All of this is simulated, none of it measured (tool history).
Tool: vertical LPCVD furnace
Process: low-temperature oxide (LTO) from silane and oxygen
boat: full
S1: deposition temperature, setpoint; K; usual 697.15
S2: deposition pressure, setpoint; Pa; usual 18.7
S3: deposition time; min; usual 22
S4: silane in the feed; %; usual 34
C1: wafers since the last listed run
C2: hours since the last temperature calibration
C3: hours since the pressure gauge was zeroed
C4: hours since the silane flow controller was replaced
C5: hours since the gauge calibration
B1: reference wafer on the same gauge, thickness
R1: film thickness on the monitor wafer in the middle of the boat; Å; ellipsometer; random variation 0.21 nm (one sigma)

Run 1, hour 0: usual settings but S4 37 %; C1 0; C2 2862.8; C3 3704.7; C4 5159.2; C5 155.4; B1 166.03. Result: R1 1578 Å.
Run 2, hour 10.4: usual settings but S4 37 %; C1 250; C2 2873.2; C3 3715.1; C4 5169.6; C5 165.8; B1 166.03. Result: R1 1575.8 Å.
Run 3, hour 27: usual settings but S4 37 %; C1 399; C2 2889.8; C3 3731.7; C4 5186.2; C5 182.4; B1 166. Result: R1 1578.2 Å.
Run 4, hour 73.1: usual settings; C1 1108; C2 2935.9; C3 3777.8; C4 5232.3; C5 228.5; B1 166.01. Result: R1 1419.4 Å.
Run 5, hour 80.7: usual settings; C1 182; C2 2943.5; C3 3785.4; C4 5239.9; C5 236.1; B1 165.99. Result: R1 1417 Å.
Run 6, hour 90.5: usual settings but S4 39 %; C1 235; C2 2953.3; C3 3795.2; C4 5249.7; C5 245.9; B1 165.99. Result: R1 1672.3 Å.
Run 7, hour 101.1: usual settings but S4 39 %; C1 254; C2 2963.9; C3 3805.8; C4 5260.3; C5 256.5; B1 166. Result: R1 1671.1 Å.
At hour 101.2: gauge calibrated.
Run 8, hour 107.4: usual settings but S4 39 %; C1 151; C2 2970.2; C3 3812.1; C4 5266.6; C5 6.2; B1 165.98. Result: R1 1675.6 Å.
Run 9, hour 114.6: usual settings; C1 173; C2 2977.4; C3 3819.3; C4 5273.8; C5 13.4; B1 165.96. Result: R1 1418.9 Å.
Run 10, hour 124.3: usual settings; C1 233; C2 2987.1; C3 3829; C4 5283.5; C5 23.1; B1 166. Result: R1 1413.9 Å.
Run 11, hour 138.9: usual settings; C1 350; C2 3001.7; C3 3843.6; C4 5298.1; C5 37.7; B1 165.95. Result: R1 1416.4 Å.
Run 12, hour 150.1: usual settings but S1 702.15 K; C1 269; C2 3012.9; C3 3854.8; C4 5309.3; C5 48.9; B1 166.03. Result: R1 1493.5 Å.
At hour 189: silane flow controller replaced.
Run 13, hour 189.5: usual settings but S1 702.15 K; C1 370; C2 3052.3; C3 3894.2; C4 0.5; C5 88.3; B1 166.02. Result: R1 1492.7 Å.
Run 14, hour 192.9: usual settings but S1 704.15 K, S4 36 %; C1 81; C2 3055.7; C3 3897.6; C4 3.9; C5 91.7; B1 166.01. Result: R1 1629.1 Å.
Run 15, hour 196.2: usual settings but S2 22.7 Pa; C1 79; C2 3059; C3 3900.9; C4 7.2; C5 95; B1 165.97. Result: R1 1742.8 Å.
Run 16, hour 199.5: usual settings but S2 14.7 Pa; C1 79; C2 3062.3; C3 3904.2; C4 10.5; C5 98.3; B1 166.03. Result: R1 1097.9 Å.
At hour 230: pressure gauge zeroed.
At hour 236: thermocouples replaced and temperature profile calibrated.
Run 17, hour 236.5: usual settings; C1 167; C2 0.5; C3 6.5; C4 47.5; C5 135.3; B1 165.99. Result: R1 1434.6 Å.
Run 18, hour 239.9: usual settings but S1 702.15 K, S2 17.3 Pa, S3 28.5 min; C1 81; C2 3.9; C3 9.9; C4 50.9; C5 138.7; B1 166.01. Result: R1 1821.4 Å.
Run 19, hour 249.3: usual settings but S1 700.15 K, S3 16.5 min, S4 38 %; C1 225; C2 13.3; C3 19.3; C4 60.3; C5 148.1; B1 166.06. Result: R1 1277.4 Å.
Run 20, hour 264.1: usual settings but S1 690.15 K; C1 355; C2 28.1; C3 34.1; C4 75.1; C5 162.9; B1 166.01. Result: R1 1331.6 Å.
Run 21, hour 270.2: usual settings but S1 704.15 K, S2 16 Pa, S3 19 min, S4 36 %; C1 146; C2 34.2; C3 40.2; C4 81.2; C5 169; B1 166.05. Result: R1 1232.3 Å.

Run 22 comes next. What will it give?
Run 22, hour 302.8: usual settings but S1 693.15 K, S4 39 %; C1 783; C2 66.8; C3 72.8; C4 113.8; C5 201.6; B1 ?. Result: R1 ?.

{"run 22": {"B1": 165.97, "R1": 1631}}
Without the tool's hidden state the same run would have given R1 1614.5 Å.
